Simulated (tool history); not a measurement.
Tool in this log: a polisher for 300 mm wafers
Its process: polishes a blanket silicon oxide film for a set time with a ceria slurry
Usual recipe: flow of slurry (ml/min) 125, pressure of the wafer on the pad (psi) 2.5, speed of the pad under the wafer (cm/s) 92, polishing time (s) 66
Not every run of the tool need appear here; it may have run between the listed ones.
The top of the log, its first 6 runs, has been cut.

| run | day | flow of slurry (ml/min) | pressure of the wafer on the pad (psi) | speed of the pad under the wafer (cm/s) | polishing time (s) | wafers since the last listed run | wafers polished on this pad | hours since the slurry nozzle was cleaned | hours since the head pressure was calibrated | incoming thickness of the incoming film, nm | film removed (angstrom) |
|---|---|---|---|---|---|---|---|---|---|---|---|
| 7 | 6.892 | 125 | 2.5 | 104 | 66 | 219 | 1223 | 343.9 | 1299.3 | 767.4 | 2052 |
| 8 | 8.071 | 125 | 2.5 | 92 | 66 | 339 | 1562 | 372.2 | 1327.6 | 765.4 | 1827 |
|  | 8.562 | worn pad replaced by a new one |
| 9 | 9.142 | 125 | 2.5 | 92 | 66 | 260 | 166 | 397.9 | 1353.3 | 764.9 | 1812 |
| 10 | 10.142 | 125 | 2.5 | 92 | 80 | 287 | 454 | 421.9 | 1377.3 | 761.2 | 2218 |
| 11 | 10.683 | 125 | 2.5 | 92 | 80 | 155 | 610 | 434.9 | 1390.3 | 756.8 | 2200 |
| 12 | 11.950 | 125 | 3.0 | 92 | 66 | 364 | 975 | 465.3 | 1420.7 | 762.8 | 2091 |
| 13 | 13.354 | 125 | 2.5 | 76 | 66 | 404 | 1379 | 499.0 | 1454.4 | 753.5 | 1571 |
| 14 | 13.929 | 125 | 2.5 | 76 | 66 | 165 | 1544 | 512.8 | 1468.2 | 769.4 | 1551 |
| 15 | 14.733 | 125 | 2.5 | 92 | 66 | 231 | 1776 | 532.1 | 1487.5 | 754.3 | 1830 |
|  | 15.333 | worn pad replaced by a new one |
| 16 | 15.496 | 165 | 2.9 | 118 | 77 | 171 | 46 | 550.4 | 1505.8 | 746.1 | 3092 |
|  | 16.392 | slurry nozzle cleaned |
| 17 | 16.412 | 140 | 2.5 | 64 | 82 | 251 | 298 | 0.5 | 1527.8 | 762.7 | 1740 |
| 18 | 17.812 | 150 | 2.5 | 72 | 66 | 403 | 701 | 34.1 | 1561.4 | 756.4 | 1548 |
| 19 | 19.025 | 125 | 2.5 | 92 | 66 | 349 | 1050 | 63.2 | 1590.5 | 763.1 | 1831 |
| 20 | 20.242 | 125 | 2.5 | 84 | 66 | 350 | 1400 | 92.4 | 1619.7 | 760.1 | 1687 |
|  | 20.829 | worn pad replaced by a new one |
|  | 20.850 | head pressure recalibrated |
| 21 | 21.217 | 125 | 2.5 | 92 | 75 | 226 | 106 | 115.8 | 8.8 | 762.6 | 2227 |
| 22 | 22.050 | 125 | 2.5 | 92 | 66 | 239 | 345 | 135.8 | 28.8 | 758.5 | 1934 |
| 23 | 22.721 | 125 | 2.5 | 92 | 66 | 193 | 539 | 151.9 | 44.9 | 753.4 | 1934 |
| 24 | 23.238 | 145 | 1.7 | 92 | 82 | 148 | 687 | 164.3 | 57.3 | 772.8 | 1853 |
| 25 | 24.675 | 125 | 2.5 | 92 | 66 | 413 | 1101 | 198.8 | 91.8 | 750.0 | 1897 |
| 26 | 25.346 | 125 | 2.2 | 82 | 66 | 193 | 1294 | 214.9 | 107.9 | 765.4 | 1574 |
| 27 | 26.575 | 165 | 2.5 | 104 | 56 | 353 | 1648 | 244.4 | 137.4 | 759.6 | 1869 |
|  | 27.662 | worn pad replaced by a new one |
| 28 | 27.683 | 125 | 3.4 | 92 | 58 | 271 | 5 | 271.0 | 164.0 | 759.6 | 2149 |
| 29 | 28.821 | 125 | 2.5 | 114 | 66 | 327 | 333 | 298.3 | 191.3 | 756.3 | 2252 |
| 30 | 29.583 | 125 | 1.8 | 116 | 86 | 219 | 552 | 316.6 | 209.6 | 763.9 | 2290 |
| 31 | 30.496 | 110 | 2.5 | 74 | 66 | 262 | 815 | 338.5 | 231.5 | 759.3 | 1524 |

Predict each of these 3 candidate next runs independently; none follows another, all start after run 31:
| A | 30.512 | 125 | 2.5 | 92 | 74 | 4 | 820 | 338.9 | 231.9 | 756.4 | ? |
| B | 30.512 | 90 | 1.8 | 110 | 44 | 4 | 820 | 338.9 | 231.9 | 756.4 | ? |
| C | 30.512 | 110 | 2.5 | 92 | 66 | 4 | 820 | 338.9 | 231.9 | 756.4 | ? |

| run | film removed (angstrom) |
|---|---|
| A | 2109 |
| B | 1029 |
| C | 1824 |
The same runs, with their run-to-run variation unchanged, on a tool lacking any hidden condition would have given:
| run | film removed (angstrom) |
|---|---|
| A | 2231 |
| B | 1088 |
| C | 1929 |
